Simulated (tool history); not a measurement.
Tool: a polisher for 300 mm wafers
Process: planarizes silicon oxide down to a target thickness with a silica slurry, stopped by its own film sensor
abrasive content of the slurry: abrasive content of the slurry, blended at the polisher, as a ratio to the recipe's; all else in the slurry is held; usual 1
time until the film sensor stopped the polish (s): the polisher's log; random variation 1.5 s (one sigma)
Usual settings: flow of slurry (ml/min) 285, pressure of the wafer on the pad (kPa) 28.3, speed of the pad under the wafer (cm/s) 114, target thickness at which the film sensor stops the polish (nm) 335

run	hour	flow of slurry (ml/min)	pressure of the wafer on the pad (kPa)	speed of the pad under the wafer (cm/s)	abrasive content of the slurry	target thickness at which the film sensor stops the polish (nm)	incoming thickness of the incoming film, nm	time until the film sensor stopped the polish (s)
1	0	285	28.3	114	1	335	587.7	76.8
# hour 41.4: conditioning disc replaced and pad reconditioned
2	83.4	200	28.3	114	1	335	581.4	75.6
3	183.5	285	35.9	114	1	335	578.3	57.4
4	226.5	260	19.3	114	1	335	582.1	101.9
5	302.4	285	28.3	150	0.8	289	586.4	76.5
# hour 325.7: slurry blender recalibrated
6	374.9	285	28.3	114	1	335	575.8	66.7
# hour 383.7: slurry nozzle cleaned
# hour 427.3: head pressure recalibrated
7	655.2	285	28.3	114	1.15	335	591.3	73.1
8	698.4	285	28.3	114	1	335	588.4	74.1
9	779.2	285	28.3	114	1	410	576.9	47.8
# hour 789.7: worn pad replaced by a new one
10	861.6	285	28.3	114	1	410	569.6	46.7
# hour 897.3: conditioning disc replaced and pad reconditioned
11	938.2	285	28.3	148	1	335	582.6	57.1
12	1015	285	28.3	152	1	335	574.5	53.3
13	1118	285	21.4	114	1	335	577.2	90.7
# hour 1167.6: slurry nozzle cleaned
# hour 1183: slurry blender recalibrated
14	1200.9	285	20	148	1.1	335	585.2	77.7
# hour 1218.6: head pressure recalibrated
15	1297.5	285	28.3	114	0.8	289	588.3	101.8
16	1346.7	285	28.3	114	1	335	578.1	75.1
17	1435.1	240	28.3	78	0.9	335	584.5	103.2
# hour 1520.4: worn pad replaced by a new one
# hour 1671.4: conditioning disc replaced and pad reconditioned
18	1683.2	285	28.3	114	1.1	335	581.3	69.2
19	1743.2	210	23.4	148	1	256	579.7	96.8
20	1847	285	28.3	114	0.7	407	588.6	61.9
# hour 1868.5: head pressure recalibrated
# hour 1883.9: slurry nozzle cleaned
21	1928.4	285	28.3	114	1	335	584.1	76
# hour 1968.1: slurry blender recalibrated
22	2032	285	28.3	114	0.75	335	575.7	80.1
23	2088.1	240	35.2	114	1	335	590.3	63.6
24	2188.8	285	28.3	114	1	335	579.5	73.5

5 ways to go on from here, each from the tool as it stands after run 24. What would each give?
A	2189.2	285	28.3	114	1	335	583.3	?
B	2189.2	285	35.9	78	1	383	583.3	?
C	2189.2	370	28.3	114	1	335	583.3	?
D	2189.2	200	28.3	136	1.2	376	583.3	?
E	2189.2	285	28.3	128	1	369	583.3	?

run	time until the film sensor stopped the polish (s)
A	73.2
B	60.6
C	71.7
D	52.2
E	58.2
Without the tool's hidden state the same runs would have given:
run	time until the film sensor stopped the polish (s)
A	77.3
B	64
C	75.7
D	55.1
E	61.4
